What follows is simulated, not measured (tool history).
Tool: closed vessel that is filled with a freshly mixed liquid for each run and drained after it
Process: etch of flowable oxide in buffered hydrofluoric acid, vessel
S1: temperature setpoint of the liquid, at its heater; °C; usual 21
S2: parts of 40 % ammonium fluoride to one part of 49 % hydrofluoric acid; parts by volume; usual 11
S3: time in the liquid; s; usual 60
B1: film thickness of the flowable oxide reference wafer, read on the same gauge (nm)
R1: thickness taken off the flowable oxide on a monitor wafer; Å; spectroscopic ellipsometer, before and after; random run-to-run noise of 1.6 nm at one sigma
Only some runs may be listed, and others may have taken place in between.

run 1 hour=0 | S1=21 S2=8 S3=60 | B1=79.98 | R1=2470.7
run 2 hour=35.5 | S1=21 S2=11 S3=60 | B1=80 | R1=1871.4
run 3 hour=71.3 | S1=21 S2=11 S3=60 | B1=79.97 | R1=1867.9
run 4 hour=104.5 | S1=21 S2=11 S3=60 | B1=80.06 | R1=1863.4
run 5 hour=255.5 | S1=21 S2=11 S3=60 | B1=79.98 | R1=1930.2
run 6 hour=294.6 | S1=21 S2=11 S3=60 | B1=79.96 | R1=1911
-- hour=337.9 hydrofluoric acid flow meter replaced
run 7 hour=338.4 | S1=21 S2=11 S3=60 | B1=80.01 | R1=1902.5
run 8 hour=397.6 | S1=21 S2=11 S3=60 | B1=80.01 | R1=1922
run 9 hour=424.9 | S1=21 S2=11 S3=60 | B1=79.93 | R1=1932.3
-- hour=426.8 thermometer replaced
run 10 hour=471.6 | S1=25.5 S2=11 S3=40 | B1=79.99 | R1=1457.1
-- hour=530.8 gauge calibrated
run 11 hour=542.6 | S1=21 S2=11 S3=60 | B1=79.98 | R1=1701.8
run 12 hour=571.8 | S1=21 S2=9 S3=40 | B1=80.02 | R1=1355.7
run 13 hour=621.6 | S1=17 S2=11 S3=60 | B1=79.96 | R1=1374.6
run 14 hour=652.4 | S1=23 S2=13.5 S3=35 | B1=80.01 | R1=923.9
run 15 hour=683.8 | S1=17.5 S2=12.5 S3=45 | B1=80 | R1=945.6
run 16 hour=743.4 | S1=17 S2=11 S3=45 | B1=80 | R1=1033
run 17 hour=788.1 | S1=18.5 S2=7.5 S3=35 | B1=79.98 | R1=1274.8
run 18 hour=824.3 | S1=19 S2=11 S3=60 | B1=80.04 | R1=1556.2

What the log doesn't show, run by run:
hydrofluoric acid flow below the setpoint (%): 0 at every run
gauge reads high (%): 0 at every run
H1: liquid hotter than its thermometer reads (K)
run=1 H1=2.01
run=2 H1=2.06
run=3 H1=2.11
run=4 H1=2.16
run=5 H1=2.38
run=6 H1=2.43
run=7 H1=2.5
run=8 H1=2.58
run=9 H1=2.62
run=10 H1=0.421
run=11 H1=0.523
run=12 H1=0.565
run=13 H1=0.637
run=14 H1=0.681
run=15 H1=0.726
run=16 H1=0.812
run=17 H1=0.877
run=18 H1=0.929
